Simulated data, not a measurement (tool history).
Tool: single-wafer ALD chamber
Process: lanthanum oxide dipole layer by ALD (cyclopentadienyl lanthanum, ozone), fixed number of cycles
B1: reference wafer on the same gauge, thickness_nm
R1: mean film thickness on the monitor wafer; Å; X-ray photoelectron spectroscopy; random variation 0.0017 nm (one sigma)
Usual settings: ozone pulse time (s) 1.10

Run 1, day 0.000: usual settings but ozone pulse time (s) 0.79; B1 0.607. Result: R1 4.65 Å.
Run 2, day 1.067: usual settings but ozone pulse time (s) 0.79; B1 0.607. Result: R1 4.64 Å.
Run 3, day 2.500: usual settings; B1 0.607. Result: R1 5.08 Å.
Run 4, day 3.542: usual settings; B1 0.607. Result: R1 5.09 Å.
Run 5, day 4.712: usual settings; B1 0.607. Result: R1 5.10 Å.
Run 6, day 6.146: usual settings; B1 0.608. Result: R1 5.08 Å.
Run 7, day 6.883: usual settings; B1 0.607. Result: R1 5.09 Å.
Run 8, day 8.129: usual settings; B1 0.607. Result: R1 5.07 Å.
Run 9, day 9.350: usual settings; B1 0.606. Result: R1 5.08 Å.
Run 10, day 10.212: usual settings but ozone pulse time (s) 0.80; B1 0.607. Result: R1 4.65 Å.
Run 11, day 10.862: usual settings but ozone pulse time (s) 0.80; B1 0.607. Result: R1 4.67 Å.
At day 11.988: gauge calibrated.
At day 12.042: ozone generator serviced.
Run 12, day 12.096: usual settings; B1 0.607. Result: R1 5.06 Å.
Run 13, day 12.758: usual settings but ozone pulse time (s) 0.78; B1 0.607. Result: R1 4.63 Å.
Run 14, day 13.708: usual settings but ozone pulse time (s) 1.40; B1 0.607. Result: R1 5.32 Å.
At day 15.429: showerhead replaced.
Run 15, day 15.450: usual settings but ozone pulse time (s) 1.24; B1 0.608. Result: R1 5.19 Å.
Run 16, day 16.162: usual settings but ozone pulse time (s) 0.88; B1 0.606. Result: R1 4.79 Å.
Run 17, day 20.167: usual settings; B1 0.608. Result: R1 5.11 Å.
Run 18, day 21.167: usual settings but ozone pulse time (s) 0.70; B1 0.607. Result: R1 4.49 Å.
At day 22.271: thermocouple changed; heater temperature recalibrated.
Run 19, day 22.292: usual settings; B1 0.606. Result: R1 5.07 Å.
Run 20, day 22.846: usual settings but ozone pulse time (s) 1.27; B1 0.607. Result: R1 5.24 Å.
Run 21, day 23.442: usual settings but ozone pulse time (s) 1.36; B1 0.607. Result: R1 5.34 Å.
Run 22, day 24.908: usual settings but ozone pulse time (s) 0.71; B1 0.607. Result: R1 4.45 Å.
Run 23, day 25.558: usual settings but ozone pulse time (s) 0.75; B1 0.606. Result: R1 4.57 Å.
Run 24, day 26.638: usual settings but ozone pulse time (s) 1.22; B1 0.606. Result: R1 5.19 Å.
Run 25, day 28.100: usual settings; B1 0.607. Result: R1 5.06 Å.
Run 26, day 29.083: usual settings but ozone pulse time (s) 0.68; B1 0.607. Result: R1 4.41 Å.
Run 27, day 30.321: usual settings; B1 0.607. Result: R1 5.07 Å.
Run 28, day 31.317: usual settings; B1 0.607. Result: R1 5.10 Å.
Run 29, day 32.404: usual settings; B1 0.607. Result: R1 5.06 Å.
Run 30, day 33.283: usual settings but ozone pulse time (s) 0.77; B1 0.607. Result: R1 4.60 Å.
Run 31, day 33.833: usual settings but ozone pulse time (s) 1.53; B1 0.607. Result: R1 5.41 Å.
Run 32, day 34.354: usual settings but ozone pulse time (s) 0.93; B1 0.607. Result: R1 4.89 Å.
Run 33, day 35.488: usual settings but ozone pulse time (s) 1.36; B1 0.607. Result: R1 5.30 Å.
Run 34, day 36.421: usual settings; B1 0.607. Result: R1 5.11 Å.
Run 35, day 37.192: usual settings but ozone pulse time (s) 0.94; B1 0.607. Result: R1 4.90 Å.
Run 36, day 38.383: usual settings but ozone pulse time (s) 1.50; B1 0.607. Result: R1 5.40 Å.

3 ways to go on from here, each from the tool as it stands after run 36. What would each give?
Run A, day 38.400: usual settings but ozone pulse time (s) 1.44; B1 ?. Result: R1 ?.
Run B, day 38.400: usual settings but ozone pulse time (s) 0.81; B1 ?. Result: R1 ?.
Run C, day 38.400: usual settings but ozone pulse time (s) 1.39; B1 ?. Result: R1 ?.

run     B1    R1
  A  0.607  5.36
  B  0.607  4.68
  C  0.607  5.33
Without the tool's hidden state the same runs would have given:
run    R1
  A  5.36
  B  4.68
  C  5.33

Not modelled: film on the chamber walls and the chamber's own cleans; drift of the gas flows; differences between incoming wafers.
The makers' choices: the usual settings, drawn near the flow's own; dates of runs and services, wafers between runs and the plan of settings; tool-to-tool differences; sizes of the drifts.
